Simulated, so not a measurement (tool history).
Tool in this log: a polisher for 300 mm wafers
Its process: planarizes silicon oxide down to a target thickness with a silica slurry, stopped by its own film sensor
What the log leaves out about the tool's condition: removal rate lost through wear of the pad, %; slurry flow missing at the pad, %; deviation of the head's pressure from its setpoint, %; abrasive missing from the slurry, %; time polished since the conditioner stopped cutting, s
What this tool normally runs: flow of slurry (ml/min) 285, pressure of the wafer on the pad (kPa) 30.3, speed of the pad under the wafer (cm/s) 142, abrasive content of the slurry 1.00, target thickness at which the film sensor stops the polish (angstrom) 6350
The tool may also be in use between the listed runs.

run	hour	flow of slurry (ml/min)	pressure of the wafer on the pad (kPa)	speed of the pad under the wafer (cm/s)	abrasive content of the slurry	target thickness at which the film sensor stops the polish (angstrom)	wafers since the last listed run	wafers polished on this pad	hours since the slurry nozzle was cleaned	hours since the head pressure was calibrated	hours since the slurry blender was calibrated	hours since the conditioning disc was replaced	incoming thickness of the incoming film, nm	time until the film sensor stopped the polish (s)
1	0.0	285	30.3	142	1.00	6350	0	304	532.1	194.1	178.1	119.5	1044.7	94.0
# hour 59.7: worn pad replaced by a new one
2	60.5	285	30.3	142	1.00	6350	365	4	592.6	254.6	238.6	180.0	1019.7	87.5
# hour 82.4: conditioning disc replaced and pad reconditioned
3	97.0	285	30.3	142	1.00	6350	222	227	629.1	291.1	275.1	14.6	1035.6	90.7
4	124.6	360	30.3	142	1.00	7270	178	406	656.7	318.7	302.7	42.2	1041.3	68.0
5	171.5	360	30.3	142	1.00	7270	303	709	703.6	365.6	349.6	89.1	1057.0	73.6
# hour 189.5: worn pad replaced by a new one
# hour 203.0: slurry nozzle cleaned
6	226.5	250	30.3	142	1.20	6350	323	232	23.5	420.6	404.6	144.1	1040.5	86.5
# hour 231.2: slurry blender recalibrated
# hour 242.4: head pressure recalibrated
7	260.8	250	30.3	142	1.20	6350	195	428	57.8	18.4	29.6	178.4	1057.1	97.0
# hour 280.6: conditioning disc replaced and pad reconditioned
8	297.9	285	30.3	142	1.20	6350	226	655	94.9	55.5	66.7	17.3	1038.0	90.0
# hour 322.9: worn pad replaced by a new one
9	360.9	360	30.3	142	1.00	7270	381	245	157.9	118.5	129.7	80.3	1051.7	74.0
10	406.2	235	25.5	190	1.00	6350	292	537	203.2	163.8	175.0	125.6	1039.4	93.9
11	438.5	250	22.8	142	1.25	6350	208	746	235.5	196.1	207.3	157.9	1048.0	109.4
# hour 453.5: worn pad replaced by a new one
# hour 456.2: conditioning disc replaced and pad reconditioned
12	469.6	285	30.3	142	1.00	6350	162	90	266.6	227.2	238.4	13.4	1044.2	93.9
13	496.3	375	30.3	142	1.25	7200	172	263	293.3	253.9	265.1	40.1	1039.3	65.6
14	531.3	285	30.3	166	1.00	5940	226	489	328.3	288.9	300.1	75.1	1050.6	95.9
# hour 586.6: worn pad replaced by a new one
15	595.8	315	21.4	120	1.20	6350	390	59	392.8	353.4	364.6	139.6	1050.4	124.2

Had the tool no unlogged condition, and each run kept its random variation, what would the results have been?
run	time until the film sensor stopped the polish (s)
1	102.2
2	96.0
3	99.9
4	75.0
5	81.5
6	95.9
7	98.7
8	93.7
9	79.0
10	101.6
11	119.0
12	102.8
13	71.9
14	105.7
15	137.4
